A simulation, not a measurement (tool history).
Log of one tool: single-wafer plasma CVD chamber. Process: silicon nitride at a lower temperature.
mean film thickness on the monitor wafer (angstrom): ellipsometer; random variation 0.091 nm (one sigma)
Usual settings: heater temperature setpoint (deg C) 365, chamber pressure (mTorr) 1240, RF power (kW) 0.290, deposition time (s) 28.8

run	hour	heater temperature setpoint (deg C)	chamber pressure (mTorr)	RF power (kW)	deposition time (s)	wafers since the last listed run	hours since the last thermocouple change	hours since the last RF generator calibration	hours since the last manometer calibration	hours since the showerhead was replaced	hours since the gauge calibration	read-back reference wafer on the same gauge, thickness_nm	mean film thickness on the monitor wafer (angstrom)
1	0.0	365	1240	0.290	27.3	0	2331.9	1219.9	2292.5	5058.4	43.4	27.307	287.00
2	17.2	365	1240	0.290	27.3	374	2349.1	1237.1	2309.7	5075.6	60.6	27.297	285.62
3	33.1	365	1240	0.290	27.3	346	2365.0	1253.0	2325.6	5091.5	76.5	27.285	284.71
4	49.9	365	1240	0.290	28.8	365	2381.8	1269.8	2342.4	5108.3	93.3	27.279	300.08
5	57.8	365	1240	0.290	28.8	172	2389.7	1277.7	2350.3	5116.2	101.2	27.342	300.80
6	68.0	365	1240	0.290	28.8	222	2399.9	1287.9	2360.5	5126.4	111.4	27.316	301.38
7	75.5	365	1130	0.290	28.8	163	2407.4	1295.4	2368.0	5133.9	118.9	27.288	292.07
8	82.3	365	1130	0.290	28.8	148	2414.2	1302.2	2374.8	5140.7	125.7	27.309	291.91
# hour 123.4: thermocouple changed; heater temperature recalibrated
9	124.7	365	1130	0.290	28.8	748	1.3	1344.6	2417.2	5183.1	168.1	27.317	291.89
10	135.6	365	1240	0.290	28.8	237	12.2	1355.5	2428.1	5194.0	179.0	27.297	301.07
# hour 145.7: capacitance manometer re-zeroed and calibrated
11	148.7	365	1240	0.290	28.8	111	25.3	1368.6	3.0	5207.1	192.1	27.310	298.29
12	163.5	365	1240	0.290	28.8	322	40.1	1383.4	17.8	5221.9	206.9	27.294	300.73
13	177.5	365	1240	0.290	24.6	304	54.1	1397.4	31.8	5235.9	220.9	27.283	256.60
# hour 199.6: showerhead replaced
# hour 203.2: RF generator calibrated
14	203.7	365	1450	0.270	31.4	317	80.3	0.5	58.0	4.1	247.1	27.288	346.32
15	208.1	365	1240	0.290	23.8	95	84.7	4.9	62.4	8.5	251.5	27.269	262.00
16	221.7	365	1240	0.290	28.8	296	98.3	18.5	76.0	22.1	265.1	27.284	314.60
17	228.2	375	1240	0.290	28.8	141	104.8	25.0	82.5	28.6	271.6	27.312	313.16
18	238.4	365	1240	0.290	28.8	222	115.0	35.2	92.7	38.8	281.8	27.319	314.77
# hour 245.4: gauge calibrated
19	253.8	365	1240	0.290	28.8	335	130.4	50.6	108.1	54.2	8.4	27.299	315.85
20	261.3	365	1420	0.290	28.8	163	137.9	58.1	115.6	61.7	15.9	27.304	327.66
21	275.3	359	1550	0.340	26.4	304	151.9	72.1	129.6	75.7	29.9	27.300	340.84
22	284.6	376	1040	0.290	31.9	202	161.2	81.4	138.9	85.0	39.2	27.293	325.40
23	306.1	365	950	0.290	31.3	468	182.7	102.9	160.4	106.5	60.7	27.298	310.68

Forecast run 24:
24	317.4	365	1240	0.290	34.0	246	194.0	114.2	171.7	117.8	72.0	?	?

{"run 24": {"read-back reference wafer on the same gauge, thickness_nm": 27.312, "mean film thickness on the monitor wafer (angstrom)": 369.4}}
Without the tool's hidden state the same run would have given mean film thickness on the monitor wafer (angstrom) 376.06.
